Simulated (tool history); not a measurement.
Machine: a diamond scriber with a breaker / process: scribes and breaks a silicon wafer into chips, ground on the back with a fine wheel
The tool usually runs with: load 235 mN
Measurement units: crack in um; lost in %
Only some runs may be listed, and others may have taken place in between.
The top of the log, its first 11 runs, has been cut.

run	day	load	wafers since the last listed run	hours since the diamond tip was replaced	hours since the load on the tip was calibrated	incoming depth of the damage left on the back of the incoming wafer, um	crack	lost
12	35.142	235	126	253.2	816.3	2.26	12.73	1.80
13	36.879	235	64	294.9	858.0	1.99	12.16	1.75
14	38.788	198	70	340.7	903.8	2.84	11.06	3.07
15	41.925	198	116	416.0	979.1	2.22	11.66	2.73
# day 45.458: diamond tip replaced by a new one
16	45.962	198	146	12.1	1076.0	1.61	11.46	2.43
17	50.217	235	158	114.2	1178.1	2.87	12.25	2.05
18	57.892	235	285	298.4	1362.3	2.94	12.34	2.19
19	60.000	281	78	349.0	1412.9	2.03	13.89	2.81
# day 65.067: diamond tip replaced by a new one
20	65.875	235	215	19.4	1553.9	1.57	12.78	1.53
# day 66.958: load on the tip recalibrated
21	69.467	235	130	105.6	60.2	1.58	12.85	1.54
22	73.271	279	141	196.9	151.5	2.10	13.79	2.48
23	77.379	235	152	295.5	250.1	2.09	12.00	1.77
24	79.771	235	88	352.9	307.5	1.59	12.11	1.48
25	83.196	200	127	435.1	389.7	2.17	11.16	2.59
# day 84.171: diamond tip replaced by a new one
26	85.012	235	64	20.2	433.3	1.56	12.34	1.59
27	87.692	298	99	84.5	497.6	2.55	13.92	3.50
28	89.754	295	76	134.0	547.1	2.09	14.18	3.04
29	93.579	211	142	225.8	638.9	2.66	11.87	2.54
30	96.288	212	100	290.8	703.9	2.67	11.87	2.37
31	99.921	181	135	378.0	791.1	1.76	10.81	3.74
# day 102.692: diamond tip replaced by a new one
32	103.004	288	111	7.5	865.1	2.25	13.86	2.94
33	105.125	253	78	58.4	916.0	1.83	12.94	1.69

Consider 3 possible next runs. They are alternatives, not a sequence: every one starts from the tool as it was left by run 33. What does each give?
A	105.154	235	1	59.1	916.7	1.88	?	?
B	105.154	259	1	59.1	916.7	1.88	?	?
C	105.154	261	1	59.1	916.7	1.88	?	?

run	crack	lost
A	12.75	1.61
B	13.46	1.85
C	13.52	1.89
With no hidden state in the tool, these same runs would have given:
run	crack	lost
A	12.75	1.61
B	13.46	1.85
C	13.52	1.89
